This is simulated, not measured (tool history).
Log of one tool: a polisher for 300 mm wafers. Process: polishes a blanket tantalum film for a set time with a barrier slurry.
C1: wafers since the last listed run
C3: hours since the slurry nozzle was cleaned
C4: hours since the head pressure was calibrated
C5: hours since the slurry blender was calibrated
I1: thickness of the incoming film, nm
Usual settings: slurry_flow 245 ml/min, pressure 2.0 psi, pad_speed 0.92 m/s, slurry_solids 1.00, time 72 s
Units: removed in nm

Run 1, hour 0.0: usual settings; C1 0; wafers polished on this pad 62; C3 123.6; C4 223.3; C5 19.7; I1 432.0. Result: removed 110.8 nm.
Run 2, hour 12.3: usual settings; C1 92; wafers polished on this pad 154; C3 135.9; C4 235.6; C5 32.0; I1 436.6. Result: removed 110.7 nm.
Run 3, hour 29.2: usual settings; C1 126; wafers polished on this pad 281; C3 152.8; C4 252.5; C5 48.9; I1 438.4. Result: removed 111.8 nm.
Run 4, hour 48.3: usual settings but pressure 2.3 psi, pad_speed 1.12 m/s; C1 143; wafers polished on this pad 424; C3 171.9; C4 271.6; C5 68.0; I1 421.2. Result: removed 150.2 nm.
Run 5, hour 75.1: usual settings but pressure 2.3 psi, pad_speed 1.12 m/s; C1 200; wafers polished on this pad 625; C3 198.7; C4 298.4; C5 94.8; I1 429.3. Result: removed 150.7 nm.
Run 6, hour 93.4: usual settings; C1 137; wafers polished on this pad 762; C3 217.0; C4 316.7; C5 113.1; I1 434.8. Result: removed 112.1 nm.
Run 7, hour 126.6: usual settings but slurry_solids 0.85; C1 248; wafers polished on this pad 1010; C3 250.2; C4 349.9; C5 146.3; I1 432.7. Result: removed 104.8 nm.
At hour 135.2: worn pad replaced by a new one.
Run 8, hour 141.9: usual settings but slurry_flow 300 ml/min; C1 84; wafers polished on this pad 50; C3 265.5; C4 365.2; C5 161.6; I1 427.6. Result: removed 112.8 nm.
Run 9, hour 161.0: usual settings but slurry_flow 300 ml/min; C1 143; wafers polished on this pad 193; C3 284.6; C4 384.3; C5 180.7; I1 427.8. Result: removed 114.3 nm.
Run 10, hour 196.4: usual settings but slurry_flow 300 ml/min; C1 265; wafers polished on this pad 458; C3 320.0; C4 419.7; C5 216.1; I1 434.0. Result: removed 112.9 nm.
Run 11, hour 208.9: usual settings; C1 93; wafers polished on this pad 552; C3 332.5; C4 432.2; C5 228.6; I1 424.1. Result: removed 111.1 nm.
Run 12, hour 236.7: usual settings; C1 208; wafers polished on this pad 760; C3 360.3; C4 460.0; C5 256.4; I1 429.6. Result: removed 108.0 nm.
At hour 257.6: slurry nozzle cleaned.
Run 13, hour 262.4: usual settings but slurry_flow 325 ml/min, pad_speed 1.18 m/s, slurry_solids 1.20; C1 185; wafers polished on this pad 945; C3 4.8; C4 485.7; C5 282.1; I1 432.1. Result: removed 144.5 nm.
Run 14, hour 281.7: usual settings but time 85 s; C1 144; wafers polished on this pad 1090; C3 24.1; C4 505.0; C5 301.4; I1 428.2. Result: removed 130.5 nm.
At hour 290.4: worn pad replaced by a new one.
Run 15, hour 304.6: usual settings but slurry_flow 205 ml/min, time 57 s; C1 141; wafers polished on this pad 106; C3 47.0; C4 527.9; C5 324.3; I1 434.8. Result: removed 84.3 nm.
At hour 313.1: head pressure recalibrated.
Run 16, hour 339.9: usual settings but pressure 1.6 psi, pad_speed 1.18 m/s; C1 249; wafers polished on this pad 355; C3 82.3; C4 26.8; C5 359.6; I1 428.1. Result: removed 110.2 nm.
Run 17, hour 352.3: usual settings; C1 92; wafers polished on this pad 448; C3 94.7; C4 39.2; C5 372.0; I1 424.5. Result: removed 113.5 nm.
At hour 369.8: slurry blender recalibrated.
Run 18, hour 372.6: usual settings but slurry_flow 300 ml/min; C1 137; wafers polished on this pad 585; C3 115.0; C4 59.5; C5 2.8; I1 434.2. Result: removed 116.0 nm.
Run 19, hour 404.6: usual settings; C1 239; wafers polished on this pad 825; C3 147.0; C4 91.5; C5 34.8; I1 436.4. Result: removed 114.6 nm.
Run 20, hour 425.2: usual settings; C1 154; wafers polished on this pad 979; C3 167.6; C4 112.1; C5 55.4; I1 429.7. Result: removed 112.3 nm.
At hour 437.3: worn pad replaced by a new one.
Run 21, hour 458.3: usual settings but pressure 2.4 psi, pad_speed 1.04 m/s, slurry_solids 1.30; C1 218; wafers polished on this pad 157; C3 200.7; C4 145.2; C5 88.5; I1 434.7. Result: removed 161.6 nm.
Run 22, hour 472.4: usual settings; C1 105; wafers polished on this pad 262; C3 214.8; C4 159.3; C5 102.6; I1 424.0. Result: removed 111.9 nm.
Run 23, hour 501.9: usual settings but pad_speed 1.08 m/s; C1 221; wafers polished on this pad 483; C3 244.3; C4 188.8; C5 132.1; I1 430.0. Result: removed 126.7 nm.
Run 24, hour 536.9: usual settings but slurry_flow 270 ml/min, pad_speed 1.22 m/s; C1 262; wafers polished on this pad 746; C3 279.3; C4 223.8; C5 167.1; I1 429.1. Result: removed 141.4 nm.

Measured less the same run without the tool's hidden state. The same run-to-run variation is in both; the gauge's scatter may not be:
The hidden state here: removal rate lost through wear of the pad, %; slurry flow missing at the pad, %; deviation of the head's pressure from its setpoint, %; abrasive missing from the slurry, %.
run  removed
  1     -3.4
  2     -3.5
  3     -3.7
  4     -5.1
  5     -5.4
  6     -4.2
  7     -4.1
  8     -4.4
  9     -4.6
 10     -4.6
 11     -4.7
 12     -4.6
 13     -6.2
 14     -5.7
 15     -3.7
 16     -0.5
 17     -0.9
 18     -1.3
 19     -1.9
 20     -2.3
 21     -4.0
 22     -2.9
 23     -3.8
 24     -4.6
